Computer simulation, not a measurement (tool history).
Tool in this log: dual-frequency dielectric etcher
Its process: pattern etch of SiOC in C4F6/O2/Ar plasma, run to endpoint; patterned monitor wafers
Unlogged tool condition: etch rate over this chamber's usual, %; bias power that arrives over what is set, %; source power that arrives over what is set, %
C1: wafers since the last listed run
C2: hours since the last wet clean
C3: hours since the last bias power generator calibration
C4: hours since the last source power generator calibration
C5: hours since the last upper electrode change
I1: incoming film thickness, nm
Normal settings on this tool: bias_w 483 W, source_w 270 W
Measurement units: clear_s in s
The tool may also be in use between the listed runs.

Run 1, day 0: usual settings but source_w 240 W; C1 0; C2 137.4; C3 1112.8; C4 2086.7; C5 3331.9; I1 30.67. Result: clear_s 13.1 s.
Run 2, day 1.333: usual settings; C1 391; C2 169.4; C3 1144.8; C4 2118.7; C5 3363.9; I1 31.32. Result: clear_s 13.1 s.
Run 3, day 1.979: usual settings; C1 189; C2 184.9; C3 1160.3; C4 2134.2; C5 3379.4; I1 31.13. Result: clear_s 12.9 s.
Run 4, day 2.646: usual settings; C1 195; C2 200.9; C3 1176.3; C4 2150.2; C5 3395.4; I1 31.21. Result: clear_s 13 s.
Run 5, day 3.496: usual settings but source_w 320 W; C1 249; C2 221.3; C3 1196.7; C4 2170.6; C5 3415.8; I1 31.08. Result: clear_s 12.4 s.
Run 6, day 4.583: usual settings but source_w 320 W; C1 319; C2 247.4; C3 1222.8; C4 2196.7; C5 3441.9; I1 31.3. Result: clear_s 12.4 s.
Run 7, day 5.267: usual settings; C1 200; C2 263.8; C3 1239.2; C4 2213.1; C5 3458.3; I1 31.04. Result: clear_s 13.2 s.
Run 8, day 6.3: usual settings; C1 303; C2 288.6; C3 1264; C4 2237.9; C5 3483.1; I1 30.85. Result: clear_s 12.9 s.
At day 8.571: upper electrode replaced.
Run 9, day 8.592: usual settings; C1 378; C2 343.6; C3 1319; C4 2292.9; C5 0.5; I1 31.13. Result: clear_s 13.1 s.
Run 10, day 8.604: usual settings but bias_w 549 W, source_w 300 W; C1 3; C2 343.9; C3 1319.3; C4 2293.2; C5 0.8; I1 31.09. Result: clear_s 12.1 s.
Run 11, day 9.142: usual settings; C1 157; C2 356.8; C3 1332.2; C4 2306.1; C5 13.7; I1 31.47. Result: clear_s 13.4 s.
Run 12, day 9.833: usual settings but bias_w 529 W, source_w 230 W; C1 202; C2 373.4; C3 1348.8; C4 2322.7; C5 30.3; I1 31.26. Result: clear_s 13.2 s.
Run 13, day 11.233: usual settings; C1 410; C2 407; C3 1382.4; C4 2356.3; C5 63.9; I1 31.01. Result: clear_s 13.2 s.
Run 14, day 11.892: usual settings; C1 193; C2 422.8; C3 1398.2; C4 2372.1; C5 79.7; I1 31.31. Result: clear_s 13.4 s.
Run 15, day 13.117: usual settings but bias_w 422 W, source_w 240 W; C1 359; C2 452.2; C3 1427.6; C4 2401.5; C5 109.1; I1 30.8. Result: clear_s 14.1 s.
Run 16, day 13.638: usual settings; C1 152; C2 464.7; C3 1440.1; C4 2414; C5 121.6; I1 31.02. Result: clear_s 13.3 s.
At day 13.971: bias power generator calibrated.
At day 14.392: source power generator calibrated.
At day 15.246: wet clean of the chamber.
Run 17, day 15.267: usual settings but bias_w 600 W, source_w 290 W; C1 129; C2 0.5; C3 31.1; C4 21; C5 160.7; I1 31.11. Result: clear_s 11.4 s.
Run 18, day 15.279: usual settings but bias_w 427 W, source_w 290 W; C1 3; C2 0.8; C3 31.4; C4 21.3; C5 161; I1 31.07. Result: clear_s 12.7 s.
Run 19, day 15.871: usual settings but source_w 330 W; C1 173; C2 15; C3 45.6; C4 35.5; C5 175.2; I1 31.3. Result: clear_s 12.1 s.
Run 20, day 16.508: usual settings but bias_w 559 W, source_w 200 W; C1 187; C2 30.3; C3 60.9; C4 50.8; C5 190.5; I1 30.85. Result: clear_s 12.9 s.
Run 21, day 17.712: usual settings but source_w 210 W; C1 353; C2 59.2; C3 89.8; C4 79.7; C5 219.4; I1 30.83. Result: clear_s 13.2 s.
Run 22, day 18.904: usual settings but bias_w 527 W, source_w 290 W; C1 349; C2 87.8; C3 118.4; C4 108.3; C5 248; I1 31.06. Result: clear_s 12.2 s.
Run 23, day 20.262: usual settings; C1 398; C2 120.4; C3 151; C4 140.9; C5 280.6; I1 31.08. Result: clear_s 12.6 s.

Difference, measured minus no-hidden-state, one row per run. Run-to-run variation is common to both terms; the gauge's own scatter need not be:
run  clear_s
  1     +0.2
  2     +0.3
  3     +0.3
  4     +0.3
  5     +0.3
  6     +0.3
  7     +0.4
  8     +0.4
  9     +0.5
 10     +0.5
 11     +0.5
 12     +0.6
 13     +0.6
 14     +0.6
 15     +0.7
 16     +0.7
 17       +0
 18       +0
 19       +0
 20       +0
 21     +0.1
 22     +0.1
 23     +0.1
